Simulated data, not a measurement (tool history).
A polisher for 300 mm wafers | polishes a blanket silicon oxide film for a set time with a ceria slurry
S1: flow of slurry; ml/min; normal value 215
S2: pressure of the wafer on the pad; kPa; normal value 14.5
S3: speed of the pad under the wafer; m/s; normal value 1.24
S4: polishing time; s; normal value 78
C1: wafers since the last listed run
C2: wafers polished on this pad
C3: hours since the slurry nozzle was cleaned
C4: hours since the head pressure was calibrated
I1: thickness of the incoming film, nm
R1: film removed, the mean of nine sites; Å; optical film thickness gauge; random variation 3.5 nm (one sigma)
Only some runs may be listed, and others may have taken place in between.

run,hour,S1,S2,S3,S4,C1,C2,C3,C4,I1,R1
1,0.0,215,14.5,1.24,78,0,1456,129.0,162.6,1213.0,3028
# hour 18.4: worn pad replaced by a new one
2,35.2,215,14.5,1.24,78,219,118,164.2,197.8,1201.9,3039
3,67.6,215,14.5,1.24,78,227,345,196.6,230.2,1200.3,3094
4,125.5,215,14.5,1.24,78,407,752,254.5,288.1,1194.8,3125
# hour 163.8: head pressure recalibrated
5,203.4,215,16.5,1.24,78,533,1286,332.4,39.6,1207.6,3541
6,224.3,215,16.5,1.24,78,146,1433,353.3,60.5,1174.7,3507
# hour 235.4: worn pad replaced by a new one
7,242.7,215,14.5,1.24,67,101,51,371.7,78.9,1216.0,2619
8,264.8,215,14.5,1.24,67,155,206,393.8,101.0,1176.7,2608
9,276.9,215,14.5,1.24,67,85,291,405.9,113.1,1196.7,2668
10,292.1,215,14.5,1.24,78,106,398,421.1,128.3,1199.0,3062
11,318.3,215,11.0,1.24,78,184,582,447.3,154.5,1188.0,2335
12,348.5,215,11.0,1.24,78,212,795,477.5,184.7,1197.6,2351
13,382.4,215,11.0,1.24,78,238,1033,511.4,218.6,1182.1,2380
14,398.4,200,14.5,1.24,62,112,1145,527.4,234.6,1190.7,2489
15,424.9,200,14.5,1.24,62,186,1332,553.9,261.1,1209.5,2464
# hour 442.6: worn pad replaced by a new one
16,458.2,200,14.5,1.24,62,205,109,587.2,294.4,1201.8,2460
17,481.3,215,14.5,1.24,78,162,272,610.3,317.5,1194.1,3115
18,513.5,215,14.5,1.24,78,226,498,642.5,349.7,1185.5,3104
19,535.2,215,14.5,1.24,67,152,651,664.2,371.4,1205.7,2666
# hour 548.1: head pressure recalibrated
20,571.0,215,14.5,0.88,54,237,888,700.0,22.9,1214.3,1497
21,602.3,255,15.9,1.24,87,220,1108,731.3,54.2,1192.5,3820
# hour 626.5: worn pad replaced by a new one
22,631.5,215,14.5,1.24,78,177,34,760.5,83.4,1201.1,3145
23,661.1,215,14.5,1.24,78,208,242,790.1,113.0,1210.0,3112
24,678.5,215,14.5,1.24,67,122,365,807.5,130.4,1203.8,2659
25,712.1,215,17.9,1.24,78,236,601,841.1,164.0,1200.8,3879

Expected results for the next run?
# hour 735.1: slurry nozzle cleaned
26,739.8,215,14.5,1.24,78,187,789,4.7,191.7,1206.5,?

{"run 26": {"R1": 3084}}
Minus the tool's unlogged condition, the same run would have read R1 3084 Å.
